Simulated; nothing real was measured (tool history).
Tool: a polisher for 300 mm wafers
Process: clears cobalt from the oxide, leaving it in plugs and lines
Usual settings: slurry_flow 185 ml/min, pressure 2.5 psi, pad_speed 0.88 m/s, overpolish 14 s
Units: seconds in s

run	hour	slurry_flow	pressure	pad_speed	overpolish	incoming thickness of the incoming film, nm	seconds
1	0.0	185	2.5	1.00	14	213.6	28.4
2	31.5	185	2.5	0.80	14	211.7	34.8
3	47.8	155	2.5	0.88	14	209.7	32.4
4	103.6	155	2.5	0.88	14	210.0	32.6
5	132.5	155	2.5	0.88	14	209.7	31.6
6	162.3	185	2.1	0.88	14	207.5	35.5
7	175.0	185	2.1	0.88	14	206.4	35.5
8	208.6	185	2.1	0.88	14	205.8	34.9
9	232.1	185	2.5	0.88	14	207.7	31.4
10	250.6	185	2.5	0.88	14	211.8	31.7
11	269.8	185	2.5	0.88	14	211.4	31.9
12	301.9	185	2.5	0.88	20	210.1	31.1
13	336.7	185	2.5	0.70	7	211.6	39.8
14	361.0	145	2.8	0.66	9	208.4	38.9
15	389.7	185	2.1	0.88	17	213.7	36.1
16	406.5	145	2.5	1.02	8	209.9	28.2
17	436.3	160	2.5	0.88	14	209.9	31.2
18	456.0	140	2.5	0.88	14	207.2	31.4
19	481.4	220	3.1	1.14	14	211.7	22.7
20	507.9	185	2.0	0.64	14	212.1	56.6
21	523.0	185	3.1	1.16	10	212.3	22.8
22	546.6	185	2.5	0.88	14	210.0	34.2
23	576.3	185	2.5	0.88	10	210.7	34.7
24	590.5	185	2.5	1.12	9	212.1	28.5
25	616.7	145	2.5	1.02	8	210.4	32.0
26	650.2	155	2.3	0.88	17	210.0	37.7
27	681.5	185	2.5	0.88	12	211.4	33.7
28	754.6	185	2.5	0.88	14	207.9	32.7
29	771.3	185	2.5	0.88	20	208.8	33.2
30	799.9	185	2.5	1.04	14	211.6	29.4
31	835.6	150	2.5	0.88	17	207.3	33.2
32	848.9	185	3.4	0.88	14	213.1	24.0
33	881.6	215	2.5	0.88	14	209.3	32.0
34	895.5	185	3.3	0.88	14	208.2	24.1

Not shown: 6 entries that the log had between the listed runs. Between which runs, and how does the tool's hidden state differ before and after?
Between runs 4 and 5: worn pad replaced by a new one (hour 115.2)
  deviation of the head's pressure from its setpoint, %: 13.3 -> 13.4
  measured less the result without the state, seconds: -3.3 -> -3.3 s
Between runs 12 and 13: worn pad replaced by a new one (hour 333.9)
  deviation of the head's pressure from its setpoint, %: 14 -> 14.1
  measured less the result without the state, seconds: -3.3 -> -4.2 s
Between runs 14 and 15: slurry nozzle cleaned (hour 367.6)
  deviation of the head's pressure from its setpoint, %: 14.1 -> 14.2
  measured less the result without the state, seconds: -4.1 -> -3.8 s
Between runs 18 and 19: head pressure recalibrated (hour 461.4)
  deviation of the head's pressure from its setpoint, %: 14.3 -> -1.23
  measured less the result without the state, seconds: -3.4 -> +0.2 s
Between runs 22 and 23: worn pad replaced by a new one, of another model than before (hour 550.9)
  deviation of the head's pressure from its setpoint, %: 0.859 -> 1.69
  measured less the result without the state, seconds: -0.2 -> -0.6 s
Between runs 29 and 30: worn pad replaced by a new one (hour 786.2)
  deviation of the head's pressure from its setpoint, %: 5.63 -> 6.04
  measured less the result without the state, seconds: -1.9 -> -1.7 s

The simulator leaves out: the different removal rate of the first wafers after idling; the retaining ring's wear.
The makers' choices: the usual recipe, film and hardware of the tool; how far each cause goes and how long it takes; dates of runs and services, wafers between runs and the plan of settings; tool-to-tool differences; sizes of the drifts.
